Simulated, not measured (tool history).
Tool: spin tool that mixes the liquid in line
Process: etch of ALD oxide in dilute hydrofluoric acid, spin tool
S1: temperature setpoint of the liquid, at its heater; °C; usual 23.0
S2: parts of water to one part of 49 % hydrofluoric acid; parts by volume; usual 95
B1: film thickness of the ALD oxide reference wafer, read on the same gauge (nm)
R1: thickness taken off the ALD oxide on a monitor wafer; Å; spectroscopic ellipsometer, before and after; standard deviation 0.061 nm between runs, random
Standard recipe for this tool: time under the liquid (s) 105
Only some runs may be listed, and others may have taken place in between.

run 1 hour=0.0 | S1=23.0 S2=95 time_under_the_liquid_(s)=75 | B1=139.99 | R1=87.5
-- hour=5.3 gauge calibrated
run 2 hour=50.5 | S1=23.0 S2=95 time_under_the_liquid_(s)=75 | B1=140.01 | R1=87.9
run 3 hour=83.4 | S1=23.0 S2=95 time_under_the_liquid_(s)=105 | B1=139.99 | R1=122.3
run 4 hour=141.7 | S1=23.0 S2=95 time_under_the_liquid_(s)=105 | B1=139.98 | R1=122.6
run 5 hour=196.9 | S1=23.0 S2=95 time_under_the_liquid_(s)=105 | B1=139.99 | R1=121.6
run 6 hour=232.8 | S1=23.0 S2=95 time_under_the_liquid_(s)=105 | B1=140.01 | R1=121.5
run 7 hour=278.3 | S1=23.0 S2=95 time_under_the_liquid_(s)=105 | B1=139.99 | R1=120.6
run 8 hour=348.4 | S1=23.0 S2=95 time_under_the_liquid_(s)=105 | B1=139.98 | R1=121.0
run 9 hour=382.2 | S1=23.0 S2=95 time_under_the_liquid_(s)=105 | B1=139.97 | R1=121.6
run 10 hour=436.0 | S1=23.0 S2=95 time_under_the_liquid_(s)=105 | B1=140.02 | R1=119.8
run 11 hour=501.1 | S1=23.0 S2=95 time_under_the_liquid_(s)=105 | B1=139.98 | R1=119.6
run 12 hour=550.3 | S1=23.0 S2=95 time_under_the_liquid_(s)=105 | B1=139.99 | R1=118.6
run 13 hour=610.9 | S1=25.0 S2=95 time_under_the_liquid_(s)=140 | B1=140.00 | R1=171.4
-- hour=636.3 hydrofluoric acid flow meter replaced
run 14 hour=678.9 | S1=27.0 S2=140 time_under_the_liquid_(s)=85 | B1=140.00 | R1=79.0
run 15 hour=740.5 | S1=23.0 S2=140 time_under_the_liquid_(s)=105 | B1=139.99 | R1=83.4
-- hour=791.1 gauge calibrated
run 16 hour=809.1 | S1=23.0 S2=120 time_under_the_liquid_(s)=105 | B1=139.99 | R1=99.0
run 17 hour=864.5 | S1=27.5 S2=120 time_under_the_liquid_(s)=135 | B1=139.97 | R1=152.0
run 18 hour=897.9 | S1=20.0 S2=135 time_under_the_liquid_(s)=70 | B1=140.01 | R1=51.3
run 19 hour=927.4 | S1=23.0 S2=95 time_under_the_liquid_(s)=85 | B1=140.00 | R1=104.5
run 20 hour=967.8 | S1=28.0 S2=95 time_under_the_liquid_(s)=105 | B1=140.00 | R1=157.1
-- hour=976.5 thermometer replaced
run 21 hour=1068.0 | S1=23.0 S2=95 time_under_the_liquid_(s)=105 | B1=139.99 | R1=127.4
run 22 hour=1129.6 | S1=18.0 S2=135 time_under_the_liquid_(s)=105 | B1=139.98 | R1=69.8
run 23 hour=1192.7 | S1=23.0 S2=95 time_under_the_liquid_(s)=105 | B1=140.01 | R1=127.3
run 24 hour=1222.0 | S1=23.0 S2=95 time_under_the_liquid_(s)=105 | B1=140.01 | R1=126.7
run 25 hour=1265.7 | S1=28.0 S2=95 time_under_the_liquid_(s)=75 | B1=140.02 | R1=110.4
run 26 hour=1310.4 | S1=25.5 S2=95 time_under_the_liquid_(s)=105 | B1=140.01 | R1=139.9

Hidden state or all else? Some run-to-run changes of R1, split into what the settings, what came in and random variation would give without the hidden state, and what is left for the hidden state (with any gauge scatter that isn't in both results):
Hidden conditions of the tool in this case: liquid hotter than its thermometer reads (K); hydrofluoric acid flow below the setpoint (%); gauge reads high (%).
Run 12 -> 13: S1 23.0 -> 25.0, time under the liquid (s) 105 -> 140. R1 +52.8 Å: hidden state -5.8, all else +58.6.
Run 13 -> 14: S1 25.0 -> 27.0, S2 95 -> 140, time under the liquid (s) 140 -> 85, hydrofluoric acid flow meter replaced. R1 -92.4 Å: hidden state +16.6, all else -109.0.
Run 17 -> 18: S1 27.5 -> 20.0, S2 120 -> 135, time under the liquid (s) 135 -> 70. R1 -100.7 Å: hidden state +1.4, all else -102.1.
